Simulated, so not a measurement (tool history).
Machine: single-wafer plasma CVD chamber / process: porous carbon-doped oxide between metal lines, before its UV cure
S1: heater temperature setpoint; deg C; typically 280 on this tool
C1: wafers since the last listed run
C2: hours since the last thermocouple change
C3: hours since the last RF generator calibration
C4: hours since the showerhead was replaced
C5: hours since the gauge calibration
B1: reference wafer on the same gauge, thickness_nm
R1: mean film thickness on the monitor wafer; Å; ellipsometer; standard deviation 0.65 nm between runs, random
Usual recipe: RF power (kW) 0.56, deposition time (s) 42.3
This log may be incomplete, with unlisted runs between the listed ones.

run 1 hour=0 | S1=280 RF_power_(kW)=0.56 deposition_time_(s)=42.3 | C1=0 C2=162.6 C3=515.3 C4=5046.7 C5=1053.5 | B1=354.075 | R1=3033.65
run 2 hour=51.8 | S1=280 RF_power_(kW)=0.535 deposition_time_(s)=42.3 | C1=1115 C2=214.4 C3=567.1 C4=5098.5 C5=1105.3 | B1=354.018 | R1=2961.34
run 3 hour=122.1 | S1=280 RF_power_(kW)=0.535 deposition_time_(s)=42.3 | C1=1513 C2=284.7 C3=637.4 C4=5168.8 C5=1175.6 | B1=353.978 | R1=2962.64
run 4 hour=190.6 | S1=280 RF_power_(kW)=0.535 deposition_time_(s)=42.3 | C1=1474 C2=353.2 C3=705.9 C4=5237.3 C5=1244.1 | B1=354.049 | R1=2960.02
run 5 hour=220.9 | S1=280 RF_power_(kW)=0.56 deposition_time_(s)=42.3 | C1=652 C2=383.5 C3=736.2 C4=5267.6 C5=1274.4 | B1=353.926 | R1=3011.1
run 6 hour=264.2 | S1=280 RF_power_(kW)=0.515 deposition_time_(s)=46.7 | C1=932 C2=426.8 C3=779.5 C4=5310.9 C5=1317.7 | B1=354.007 | R1=3204.71
run 7 hour=296.8 | S1=280 RF_power_(kW)=0.56 deposition_time_(s)=42.3 | C1=701 C2=459.4 C3=812.1 C4=5343.5 C5=1350.3 | B1=354.111 | R1=3009.01
run 8 hour=346.7 | S1=280 RF_power_(kW)=0.56 deposition_time_(s)=42.3 | C1=1074 C2=509.3 C3=862 C4=5393.4 C5=1400.2 | B1=354.074 | R1=3008.5
-- hour=362.1 RF generator calibrated
run 9 hour=396.4 | S1=280 RF_power_(kW)=0.505 deposition_time_(s)=46.3 | C1=897 C2=559 C3=34.3 C4=5443.1 C5=1449.9 | B1=354.026 | R1=3107.64
run 10 hour=448.3 | S1=280 RF_power_(kW)=0.505 deposition_time_(s)=46.3 | C1=1117 C2=610.9 C3=86.2 C4=5495 C5=1501.8 | B1=354.09 | R1=3110.33
run 11 hour=476.2 | S1=280 RF_power_(kW)=0.505 deposition_time_(s)=46.3 | C1=600 C2=638.8 C3=114.1 C4=5522.9 C5=1529.7 | B1=354.135 | R1=3115.45
run 12 hour=528.2 | S1=280 RF_power_(kW)=0.56 deposition_time_(s)=42.3 | C1=1119 C2=690.8 C3=166.1 C4=5574.9 C5=1581.7 | B1=353.999 | R1=2990.86
run 13 hour=565 | S1=280 RF_power_(kW)=0.56 deposition_time_(s)=42.3 | C1=792 C2=727.6 C3=202.9 C4=5611.7 C5=1618.5 | B1=353.995 | R1=2992.31
-- hour=573.7 RF generator calibrated, repeated, since the last time left the tool worse
-- hour=577.2 gauge calibrated
run 14 hour=591.9 | S1=280 RF_power_(kW)=0.56 deposition_time_(s)=42.3 | C1=406 C2=754.5 C3=18.2 C4=5638.6 C5=14.7 | B1=354.163 | R1=3032.68
run 15 hour=625.8 | S1=265 RF_power_(kW)=0.56 deposition_time_(s)=49.7 | C1=729 C2=788.4 C3=52.1 C4=5672.5 C5=48.6 | B1=353.912 | R1=3880.58
-- hour=721.3 showerhead replaced
run 16 hour=820.4 | S1=268 RF_power_(kW)=0.495 deposition_time_(s)=44.7 | C1=4017 C2=983 C3=246.7 C4=99.1 C5=243.2 | B1=354.065 | R1=3256.27
run 17 hour=861.1 | S1=275 RF_power_(kW)=0.52 deposition_time_(s)=42.3 | C1=876 C2=1023.7 C3=287.4 C4=139.8 C5=283.9 | B1=353.955 | R1=3028.66
run 18 hour=903.1 | S1=280 RF_power_(kW)=0.56 deposition_time_(s)=42.3 | C1=904 C2=1065.7 C3=329.4 C4=181.8 C5=325.9 | B1=354.107 | R1=3052.86
run 19 hour=936.4 | S1=285 RF_power_(kW)=0.515 deposition_time_(s)=47.4 | C1=717 C2=1099 C3=362.7 C4=215.1 C5=359.2 | B1=354.205 | R1=3180.78
run 20 hour=980.9 | S1=280 RF_power_(kW)=0.56 deposition_time_(s)=42.3 | C1=958 C2=1143.5 C3=407.2 C4=259.6 C5=403.7 | B1=354.108 | R1=3050.43
run 21 hour=1033.5 | S1=288 RF_power_(kW)=0.645 deposition_time_(s)=46.1 | C1=1132 C2=1196.1 C3=459.8 C4=312.2 C5=456.3 | B1=354.104 | R1=3372.78

What will run 22 give?
run 22 hour=1093.3 | S1=286 RF_power_(kW)=0.56 deposition_time_(s)=50.2 | C1=1287 C2=1255.9 C3=519.6 C4=372 C5=516.1 | B1=? | R1=?

{"run 22": {"B1": 354.029, "R1": 3468.8}}
Take away the tool's hidden state, keep the run-to-run variation as it was, and the same run would have given R1 3485.94 Å.
